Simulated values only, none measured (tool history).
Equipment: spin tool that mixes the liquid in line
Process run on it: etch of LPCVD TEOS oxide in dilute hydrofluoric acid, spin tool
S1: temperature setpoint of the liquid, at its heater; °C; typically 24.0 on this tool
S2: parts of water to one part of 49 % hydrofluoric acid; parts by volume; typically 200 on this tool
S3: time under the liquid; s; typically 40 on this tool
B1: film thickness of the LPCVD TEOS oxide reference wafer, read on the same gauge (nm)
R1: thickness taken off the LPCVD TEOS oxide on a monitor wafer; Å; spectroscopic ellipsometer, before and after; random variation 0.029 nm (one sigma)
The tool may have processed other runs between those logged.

| run | hour | S1 | S2 | S3 | B1 | R1 |
|---|---|---|---|---|---|---|
| 1 | 0.0 | 24.0 | 145 | 40 | 130.014 | 55.12 |
| 2 | 7.6 | 24.0 | 145 | 40 | 130.017 | 54.93 |
| 3 | 17.3 | 24.0 | 145 | 40 | 130.000 | 56.39 |
| 4 | 34.3 | 24.0 | 265 | 40 | 130.000 | 26.31 |
| 5 | 48.0 | 24.0 | 265 | 40 | 129.993 | 26.49 |
| 6 | 61.4 | 24.0 | 200 | 40 | 130.016 | 37.00 |
| 7 | 75.0 | 24.0 | 200 | 30 | 130.012 | 28.05 |
| 8 | 91.0 | 24.0 | 200 | 30 | 130.024 | 28.20 |
| 9 | 108.0 | 24.0 | 200 | 30 | 129.988 | 28.62 |
| 10 | 122.7 | 24.0 | 275 | 40 | 130.008 | 25.03 |
| 11 | 134.7 | 24.0 | 200 | 40 | 130.002 | 37.60 |
| 12 | 152.6 | 24.0 | 200 | 40 | 130.008 | 38.16 |
| 13 | 170.1 | 24.0 | 200 | 40 | 129.989 | 37.67 |
| 14 | 181.3 | 24.0 | 200 | 40 | 130.006 | 37.37 |
| 15 | 191.1 | 24.0 | 200 | 40 | 129.993 | 37.91 |
| 16 | 205.6 | 24.0 | 200 | 40 | 129.988 | 37.64 |
| 17 | 214.8 | 24.0 | 200 | 40 | 129.995 | 37.66 |
| 18 | 225.7 | 27.5 | 155 | 60 | 130.004 | 87.34 |
| 19 | 234.2 | 24.0 | 200 | 40 | 129.996 | 38.08 |
| 20 | 242.6 | 19.5 | 280 | 40 | 130.000 | 21.30 |
|  | 263.5 | hydrofluoric acid flow meter replaced |
| 21 | 272.9 | 24.0 | 200 | 40 | 129.991 | 37.70 |
|  | 272.9 | gauge calibrated |
| 22 | 283.4 | 24.0 | 105 | 30 | 130.016 | 59.96 |
| 23 | 290.1 | 24.0 | 200 | 40 | 129.995 | 37.52 |
| 24 | 298.1 | 24.0 | 270 | 55 | 129.977 | 36.36 |
|  | 305.1 | thermometer replaced |
| 25 | 316.1 | 20.5 | 120 | 40 | 129.997 | 60.18 |
| 26 | 325.6 | 24.0 | 200 | 55 | 129.997 | 51.55 |
| 27 | 334.8 | 20.5 | 120 | 40 | 129.987 | 59.82 |
| 28 | 340.9 | 27.5 | 115 | 25 | 129.992 | 51.02 |
| 29 | 348.2 | 24.0 | 140 | 25 | 130.001 | 36.07 |
| 30 | 358.2 | 25.5 | 120 | 60 | 129.966 | 109.53 |
| 31 | 368.2 | 24.0 | 200 | 40 | 130.001 | 37.41 |
| 32 | 381.7 | 24.0 | 200 | 40 | 129.981 | 38.23 |
| 33 | 394.1 | 20.5 | 235 | 25 | 129.973 | 17.07 |
| 34 | 403.1 | 27.0 | 255 | 60 | 130.009 | 46.57 |

Predict each of these 3 candidate next runs independently; none follows another, all start after run 34:
| A | 403.5 | 26.5 | 200 | 40 | ? | ? |
| B | 403.5 | 24.0 | 140 | 60 | ? | ? |
| C | 403.5 | 21.5 | 125 | 65 | ? | ? |

| run | B1 | R1 |
|---|---|---|
| A | 130.003 | 41.83 |
| B | 130.003 | 87.49 |
| C | 130.003 | 97.91 |
Without the tool's unlogged condition, the same runs would have read:
| run | R1 |
|---|---|
| A | 41.83 |
| B | 87.49 |
| C | 97.91 |
